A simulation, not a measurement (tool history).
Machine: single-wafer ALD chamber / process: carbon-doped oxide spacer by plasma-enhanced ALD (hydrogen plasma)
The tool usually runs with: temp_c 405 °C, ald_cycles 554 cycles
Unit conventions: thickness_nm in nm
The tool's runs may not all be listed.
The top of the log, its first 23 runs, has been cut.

run,hour,temp_c,ald_cycles,"read-back reference wafer on the same gauge, thickness_nm",thickness_nm
24,1709.2,399,589,26.003,29.989
25,1806.5,405,473,26.016,23.708
26,1860.6,405,554,25.964,27.717
27,1932.1,405,554,25.972,27.76
28,2023.5,392,511,26.026,26.006
29,2061.1,405,518,25.98,25.803
30,2146.5,405,506,26.006,25.348
# hour 2183.4: gauge calibrated
31,2189,405,554,25.961,27.81
32,2277.4,394,588,25.987,29.882
33,2364.5,412,481,26.024,23.497
34,2676.1,405,554,25.989,27.81
35,2726.2,410,639,26.009,31.508
36,2765.8,417,644,25.972,31.123
37,2859.1,397,460,26.025,23.286
38,2924.3,405,524,26,26.438
39,2999.9,401,483,25.979,24.634
40,3081,415,520,26.024,25.307

Consider 5 possible next runs. They are alternatives, not a sequence: every one starts from the tool as it was left by run 40. What does each give?
A,3082.2,405,554,?,?
B,3082.2,399,637,?,?
C,3082.2,390,472,?,?
D,3082.2,405,611,?,?
E,3082.2,414,642,?,?

run,"read-back reference wafer on the same gauge, thickness_nm",thickness_nm
A,25.996,27.803
B,25.996,32.287
C,25.996,23.923
D,25.996,30.664
E,25.996,31.218
Without the tool's hidden state the same runs would have given:
run,thickness_nm
A,27.658
B,32.287
C,23.923
D,30.504
E,31.05

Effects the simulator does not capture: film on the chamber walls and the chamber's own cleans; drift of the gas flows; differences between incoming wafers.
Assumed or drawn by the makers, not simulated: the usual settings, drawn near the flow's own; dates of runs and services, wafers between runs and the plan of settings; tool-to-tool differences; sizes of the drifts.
